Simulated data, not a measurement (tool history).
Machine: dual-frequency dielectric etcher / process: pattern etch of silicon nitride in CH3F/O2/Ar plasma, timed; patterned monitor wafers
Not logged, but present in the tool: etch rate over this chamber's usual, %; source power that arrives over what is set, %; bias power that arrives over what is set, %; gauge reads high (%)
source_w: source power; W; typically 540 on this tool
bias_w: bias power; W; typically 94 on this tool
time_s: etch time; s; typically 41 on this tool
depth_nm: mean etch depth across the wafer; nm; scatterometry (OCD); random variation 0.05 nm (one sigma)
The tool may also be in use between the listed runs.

run	hour	source_w	bias_w	time_s	wafers since the last listed run	hours since the last wet clean	hours since the last source power generator calibration	hours since the last bias power generator calibration	hours since the last upper electrode change	hours since the gauge calibration	read-back reference wafer on the same gauge, depth_nm	depth_nm
1	0	540	94	41	0	176.3	1427.6	3328	2920.5	133.6	26.59	33.05
2	24.3	540	94	41	392	200.6	1451.9	3352.3	2944.8	157.9	26.59	33.06
3	67.8	540	94	41	703	244.1	1495.4	3395.8	2988.3	201.4	26.61	33.07
4	137.8	540	88	41	1131	314.1	1565.4	3465.8	3058.3	271.4	26.59	32.14
5	167.4	540	88	41	478	343.7	1595	3495.4	3087.9	301	26.59	32.15
6	212.4	540	112	41	727	388.7	1640	3540.4	3132.9	346	26.59	36.06
7	240.1	540	94	41	447	416.4	1667.7	3568.1	3160.6	373.7	26.6	33.28
# hour 253.2: bias power generator calibrated
8	332.6	590	106	51	1430	508.9	1760.2	79.4	3253.1	466.2	26.6	45.01
# hour 389.5: wet clean of the chamber
9	390	640	116	50	539	0.5	1817.6	136.8	3310.5	523.6	26.59	45.99
# hour 437.8: source power generator calibrated
10	438.3	600	82	47	715	48.8	0.5	185.1	3358.8	571.9	26.6	36.81
11	472.7	540	108	41	555	83.2	34.9	219.5	3393.2	606.3	26.61	35.53
12	499.4	540	94	41	431	109.9	61.6	246.2	3419.9	633	26.6	33.37
13	538.8	540	94	48	636	149.3	101	285.6	3459.3	672.4	26.6	39
# hour 610.1: upper electrode replaced
14	610.6	590	100	32.5	772	221.1	172.8	357.4	0.5	744.2	26.6	27.94
# hour 626: gauge calibrated
15	802.2	590	94	50	3096	412.7	364.4	549	192.1	176.2	26.6	41.94

Exercise: give the hidden state of the tool at every run:
bias power that arrives over what is set, %: 0 across all the runs
gauge reads high (%): 0 across all the runs
H1: etch rate over this chamber's usual, %
H2: source power that arrives over what is set, %
run	H1	H2
1	0.327	-4.43
2	0.412	-4.45
3	0.563	-4.49
4	0.807	-4.55
5	0.91	-4.58
6	1.07	-4.61
7	1.16	-4.64
8	1.49	-4.7
9	-0.101	-4.74
10	0.0676	0.378
11	0.187	0.136
12	0.28	-0.0439
13	0.418	-0.298
14	0.668	-0.727
15	1.34	-1.69
